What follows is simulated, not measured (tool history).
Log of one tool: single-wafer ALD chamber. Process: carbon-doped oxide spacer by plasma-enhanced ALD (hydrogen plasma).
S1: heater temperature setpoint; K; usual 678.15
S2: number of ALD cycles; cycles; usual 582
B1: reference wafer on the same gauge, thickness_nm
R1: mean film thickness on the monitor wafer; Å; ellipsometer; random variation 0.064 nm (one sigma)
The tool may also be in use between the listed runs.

run	hour	S1	S2	B1	R1
1	0	678.15	582	25.9	258.8
2	9	678.15	582	25.905	257.25
3	26.7	678.15	582	25.908	258.49
4	39.6	678.15	490	25.888	216.69
5	47.4	678.15	490	25.89	217.06
6	56.2	667.15	633	25.903	280.89
7	70	688.15	500	25.885	217.05
8	87.7	688.15	500	25.9	215.72
9	104.7	669.15	582	25.889	257.15
10	111.2	669.15	582	25.877	257.38
11	126.2	678.15	582	25.898	258.79
12	135.7	678.15	582	25.884	257.62
13	145.3	668.15	582	25.899	257.76
14	157.2	678.15	582	25.888	259.69
15	174.5	678.15	493	25.907	219.36
16	192.3	678.15	493	25.914	218.36
17	207.1	678.15	582	25.885	258.75
18	214.6	685.15	582	25.897	254.31
# hour 219.7: gauge calibrated
19	223.8	685.15	582	25.889	254.44
20	237.7	685.15	582	25.902	254.99
21	252.5	678.15	582	25.911	258.83
22	259.4	678.15	582	25.9	257.88
23	273.5	671.15	532	25.89	235.43
24	280.5	678.15	480	25.893	212.74
25	290.3	691.15	540	25.889	232.67
26	305	682.15	628	25.901	276.49
27	314.4	691.15	508	25.879	217.94
28	323	672.15	491	25.899	218
29	371.5	688.15	517	25.896	224.29
30	385.8	685.15	620	25.904	271.02
31	392.4	673.15	543	25.914	240.32
# hour 408.3: thermocouple changed; heater temperature recalibrated
32	444.7	678.15	582	25.903	253.71
33	457.8	682.15	473	25.891	206.24
34	472.9	685.15	506	25.903	217.45
35	489.7	693.15	689	25.889	290.29
36	500.3	678.15	582	25.908	255.03
37	510.8	673.15	537	25.914	237.63
38	518	678.15	582	25.901	254.38
39	531.8	678.15	582	25.902	254.23
40	549.1	678.15	582	25.899	254.48
41	555.2	678.15	582	25.911	257.1
42	572.2	678.15	582	25.883	257.61
43	579.9	678.15	582	25.903	256.01

Measured less the same run without the tool's hidden state. The same run-to-run variation is in both; the gauge's scatter may not be:
The hidden state here: wafer temperature above the value expected at the setpoint (K); gauge reads high (%).
run	R1
1	+3.88
2	+3.86
3	+3.88
4	+3.25
5	+3.26
6	+0
7	+4.05
8	+4.05
9	+0
10	+0
11	+3.88
12	+3.86
13	+0
14	+3.89
15	+3.29
16	+3.27
17	+3.88
18	+4.88
19	+4.9
20	+4.91
21	+3.88
22	+3.87
23	+0
24	+3.19
25	+4.6
26	+5.35
27	+4.33
28	+0
29	+4.44
30	+5.34
31	+0.44
32	+0.55
33	+0.58
34	+0.76
35	+1.24
36	+1.16
37	+0.43
38	+1.33
39	+1.45
40	+1.61
41	+1.67
42	+1.81
43	+1.86
